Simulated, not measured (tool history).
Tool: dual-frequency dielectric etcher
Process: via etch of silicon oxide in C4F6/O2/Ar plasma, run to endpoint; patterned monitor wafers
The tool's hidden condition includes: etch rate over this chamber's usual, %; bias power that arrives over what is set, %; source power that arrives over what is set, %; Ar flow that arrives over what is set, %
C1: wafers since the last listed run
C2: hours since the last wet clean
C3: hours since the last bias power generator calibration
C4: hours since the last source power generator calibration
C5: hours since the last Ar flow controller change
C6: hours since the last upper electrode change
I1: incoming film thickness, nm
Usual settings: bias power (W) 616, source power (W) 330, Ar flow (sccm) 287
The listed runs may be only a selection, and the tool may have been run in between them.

{"run": 1, "hour": 0.0, "bias power (W)": 616, "source power (W)": 330, "Ar flow (sccm)": 287, "C1": 0, "C2": 269.2, "C3": 3602.5, "C4": 1511.6, "C5": 3028.9, "C6": 5840.5, "I1": 97.7, "endpoint time (s)": 21.9}
{"run": 2, "hour": 38.0, "bias power (W)": 616, "source power (W)": 330, "Ar flow (sccm)": 287, "C1": 562, "C2": 307.2, "C3": 3640.5, "C4": 1549.6, "C5": 3066.9, "C6": 5878.5, "I1": 98.1, "endpoint time (s)": 21.9}
{"run": 3, "hour": 75.2, "bias power (W)": 616, "source power (W)": 330, "Ar flow (sccm)": 287, "C1": 550, "C2": 344.4, "C3": 3677.7, "C4": 1586.8, "C5": 3104.1, "C6": 5915.7, "I1": 98.4, "endpoint time (s)": 22.2}
{"run": 4, "hour": 108.8, "bias power (W)": 504, "source power (W)": 300, "Ar flow (sccm)": 287, "C1": 497, "C2": 378.0, "C3": 3711.3, "C4": 1620.4, "C5": 3137.7, "C6": 5949.3, "I1": 98.0, "endpoint time (s)": 23.5}
{"run": 5, "hour": 165.1, "bias power (W)": 504, "source power (W)": 300, "Ar flow (sccm)": 287, "C1": 833, "C2": 434.3, "C3": 3767.6, "C4": 1676.7, "C5": 3194.0, "C6": 6005.6, "I1": 99.3, "endpoint time (s)": 23.7}
{"hour": 285.0, "done": "wet clean of the chamber"}
{"run": 6, "hour": 285.5, "bias power (W)": 504, "source power (W)": 300, "Ar flow (sccm)": 287, "C1": 1426, "C2": 0.5, "C3": 3888.0, "C4": 1797.1, "C5": 3314.4, "C6": 6126.0, "I1": 98.5, "endpoint time (s)": 23.5}
{"hour": 327.3, "done": "upper electrode replaced"}
{"run": 7, "hour": 327.8, "bias power (W)": 510, "source power (W)": 330, "Ar flow (sccm)": 287, "C1": 270, "C2": 42.8, "C3": 3930.3, "C4": 1839.4, "C5": 3356.7, "C6": 0.5, "I1": 98.4, "endpoint time (s)": 23.1}
{"run": 8, "hour": 331.1, "bias power (W)": 510, "source power (W)": 330, "Ar flow (sccm)": 287, "C1": 48, "C2": 46.1, "C3": 3933.6, "C4": 1842.7, "C5": 3360.0, "C6": 3.8, "I1": 98.9, "endpoint time (s)": 22.9}
{"hour": 376.5, "done": "source power generator calibrated"}
{"run": 9, "hour": 388.2, "bias power (W)": 703, "source power (W)": 330, "Ar flow (sccm)": 287, "C1": 785, "C2": 103.2, "C3": 3990.7, "C4": 11.7, "C5": 3417.1, "C6": 60.9, "I1": 98.5, "endpoint time (s)": 21.7}
{"run": 10, "hour": 434.7, "bias power (W)": 616, "source power (W)": 280, "Ar flow (sccm)": 287, "C1": 688, "C2": 149.7, "C3": 4037.2, "C4": 58.2, "C5": 3463.6, "C6": 107.4, "I1": 98.8, "endpoint time (s)": 23.1}
{"hour": 475.4, "done": "bias power generator calibrated"}
{"run": 11, "hour": 494.2, "bias power (W)": 680, "source power (W)": 310, "Ar flow (sccm)": 337, "C1": 821, "C2": 209.2, "C3": 18.8, "C4": 117.7, "C5": 3523.1, "C6": 166.9, "I1": 98.1, "endpoint time (s)": 22.5}
{"run": 12, "hour": 525.7, "bias power (W)": 616, "source power (W)": 330, "Ar flow (sccm)": 287, "C1": 466, "C2": 240.7, "C3": 50.3, "C4": 149.2, "C5": 3554.6, "C6": 198.4, "I1": 98.0, "endpoint time (s)": 21.9}
{"hour": 533.7, "done": "Ar flow controller replaced"}
{"run": 13, "hour": 590.9, "bias power (W)": 616, "source power (W)": 360, "Ar flow (sccm)": 287, "C1": 875, "C2": 305.9, "C3": 115.5, "C4": 214.4, "C5": 57.2, "C6": 263.6, "I1": 98.0, "endpoint time (s)": 21.6}
{"run": 14, "hour": 649.3, "bias power (W)": 563, "source power (W)": 330, "Ar flow (sccm)": 325, "C1": 864, "C2": 364.3, "C3": 173.9, "C4": 272.8, "C5": 115.6, "C6": 322.0, "I1": 97.4, "endpoint time (s)": 22.5}
{"run": 15, "hour": 712.7, "bias power (W)": 506, "source power (W)": 280, "Ar flow (sccm)": 287, "C1": 938, "C2": 427.7, "C3": 237.3, "C4": 336.2, "C5": 179.0, "C6": 385.4, "I1": 99.3, "endpoint time (s)": 24.3}
{"run": 16, "hour": 784.3, "bias power (W)": 616, "source power (W)": 290, "Ar flow (sccm)": 287, "C1": 1059, "C2": 499.3, "C3": 308.9, "C4": 407.8, "C5": 250.6, "C6": 457.0, "I1": 99.4, "endpoint time (s)": 23.3}
{"run": 17, "hour": 814.9, "bias power (W)": 714, "source power (W)": 380, "Ar flow (sccm)": 257, "C1": 452, "C2": 529.9, "C3": 339.5, "C4": 438.4, "C5": 281.2, "C6": 487.6, "I1": 98.3, "endpoint time (s)": 20.3}
{"hour": 883.7, "done": "wet clean of the chamber"}
{"run": 18, "hour": 884.2, "bias power (W)": 506, "source power (W)": 280, "Ar flow (sccm)": 287, "C1": 670, "C2": 0.5, "C3": 408.8, "C4": 507.7, "C5": 350.5, "C6": 556.9, "I1": 98.3, "endpoint time (s)": 23.9}

Run 19 is up next; what results do you expect?
{"run": 19, "hour": 918.0, "bias power (W)": 616, "source power (W)": 360, "Ar flow (sccm)": 325, "C1": 500, "C2": 34.3, "C3": 442.6, "C4": 541.5, "C5": 384.3, "C6": 590.7, "I1": 97.8, "endpoint time (s)": "?"}

endpoint time (s): 21.8
With the hidden condition absent and the run-to-run variation left alone, this run would have shown endpoint time (s) 21.8.
